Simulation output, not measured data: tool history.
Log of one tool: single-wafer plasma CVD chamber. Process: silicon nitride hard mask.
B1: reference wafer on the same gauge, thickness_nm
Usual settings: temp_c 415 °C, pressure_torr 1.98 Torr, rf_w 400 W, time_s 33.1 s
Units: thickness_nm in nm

run 1 hour=0 | temp_c=415 pressure_torr=1.8 rf_w=400 time_s=35 | B1=51.009 | thickness_nm=50.773
-- hour=9.5 gauge calibrated
run 2 hour=14.4 | temp_c=415 pressure_torr=1.8 rf_w=400 time_s=35 | B1=51.012 | thickness_nm=50.708
run 3 hour=30.4 | temp_c=415 pressure_torr=1.8 rf_w=400 time_s=35 | B1=51.021 | thickness_nm=50.805
run 4 hour=68.1 | temp_c=415 pressure_torr=1.98 rf_w=400 time_s=33.1 | B1=51.022 | thickness_nm=49.304
run 5 hour=81.3 | temp_c=415 pressure_torr=1.98 rf_w=400 time_s=33.1 | B1=50.941 | thickness_nm=49.142
run 6 hour=102.1 | temp_c=415 pressure_torr=1.98 rf_w=400 time_s=33.1 | B1=51.076 | thickness_nm=49.209
run 7 hour=115.1 | temp_c=415 pressure_torr=1.98 rf_w=365 time_s=33.1 | B1=51.015 | thickness_nm=46.396
-- hour=131.4 showerhead replaced
run 8 hour=131.9 | temp_c=415 pressure_torr=1.98 rf_w=365 time_s=33.1 | B1=50.999 | thickness_nm=46.199
run 9 hour=139.6 | temp_c=415 pressure_torr=1.98 rf_w=400 time_s=33.1 | B1=51.059 | thickness_nm=49.249
run 10 hour=148.5 | temp_c=415 pressure_torr=1.98 rf_w=400 time_s=33.1 | B1=51.045 | thickness_nm=49.337
run 11 hour=163.2 | temp_c=415 pressure_torr=1.98 rf_w=400 time_s=33.1 | B1=51.005 | thickness_nm=49.161
run 12 hour=173.4 | temp_c=415 pressure_torr=1.98 rf_w=400 time_s=33.1 | B1=50.967 | thickness_nm=49.264
run 13 hour=180.1 | temp_c=415 pressure_torr=1.98 rf_w=400 time_s=33.1 | B1=51.023 | thickness_nm=49.305
run 14 hour=195.3 | temp_c=415 pressure_torr=1.98 rf_w=400 time_s=31.3 | B1=50.977 | thickness_nm=46.523
-- hour=207.6 capacitance manometer re-zeroed and calibrated
run 15 hour=208.1 | temp_c=415 pressure_torr=1.98 rf_w=400 time_s=33.1 | B1=50.959 | thickness_nm=49.128
run 16 hour=210 | temp_c=415 pressure_torr=1.98 rf_w=400 time_s=33.1 | B1=50.98 | thickness_nm=49.512
-- hour=218.7 thermocouple changed; heater temperature recalibrated
run 17 hour=221.7 | temp_c=401 pressure_torr=1.98 rf_w=325 time_s=35.3 | B1=51.023 | thickness_nm=45.509
run 18 hour=236 | temp_c=415 pressure_torr=1.5 rf_w=400 time_s=33.1 | B1=50.967 | thickness_nm=45.639
run 19 hour=246.3 | temp_c=415 pressure_torr=1.98 rf_w=345 time_s=33.1 | B1=50.967 | thickness_nm=44.442
-- hour=260.9 RF generator calibrated
-- hour=268.2 gauge calibrated
run 20 hour=295.6 | temp_c=415 pressure_torr=1.98 rf_w=330 time_s=33.1 | B1=51.021 | thickness_nm=41.279
run 21 hour=305.8 | temp_c=415 pressure_torr=1.98 rf_w=400 time_s=33.1 | B1=50.97 | thickness_nm=47.361
run 22 hour=312.1 | temp_c=411 pressure_torr=1.98 rf_w=355 time_s=36.3 | B1=51.03 | thickness_nm=47.746
run 23 hour=319.7 | temp_c=415 pressure_torr=1.98 rf_w=400 time_s=33.1 | B1=50.972 | thickness_nm=47.34
-- hour=329.9 RF generator calibrated, repeated, since the last time left the tool worse
run 24 hour=335.5 | temp_c=415 pressure_torr=1.63 rf_w=400 time_s=27.2 | B1=51.039 | thickness_nm=39.711
run 25 hour=342.7 | temp_c=420 pressure_torr=1.98 rf_w=475 time_s=29.6 | B1=50.966 | thickness_nm=51.128
run 26 hour=351 | temp_c=422 pressure_torr=2.18 rf_w=465 time_s=33.1 | B1=51.001 | thickness_nm=57.55
run 27 hour=359.9 | temp_c=415 pressure_torr=1.98 rf_w=365 time_s=33.1 | B1=50.971 | thickness_nm=47.617
run 28 hour=375.8 | temp_c=415 pressure_torr=1.62 rf_w=400 time_s=33.1 | B1=51.022 | thickness_nm=48.195
run 29 hour=392.2 | temp_c=408 pressure_torr=1.98 rf_w=400 time_s=33.1 | B1=51.032 | thickness_nm=51.076

3 ways to go on from here, each from the tool as it stands after run 29. What would each give?
run A hour=392.6 | temp_c=415 pressure_torr=1.98 rf_w=400 time_s=33.1 | B1=? | thickness_nm=?
run B hour=392.6 | temp_c=423 pressure_torr=1.55 rf_w=355 time_s=33.1 | B1=? | thickness_nm=?
run C hour=392.6 | temp_c=403 pressure_torr=1.6 rf_w=450 time_s=39.4 | B1=? | thickness_nm=?

run=A B1=50.936 thickness_nm=50.989
run=B B1=50.936 thickness_nm=43.74
run=C B1=50.936 thickness_nm=62.143
Without the tool's hidden state the same runs would have given:
run=A thickness_nm=51.177
run=B thickness_nm=43.914
run=C thickness_nm=62.371

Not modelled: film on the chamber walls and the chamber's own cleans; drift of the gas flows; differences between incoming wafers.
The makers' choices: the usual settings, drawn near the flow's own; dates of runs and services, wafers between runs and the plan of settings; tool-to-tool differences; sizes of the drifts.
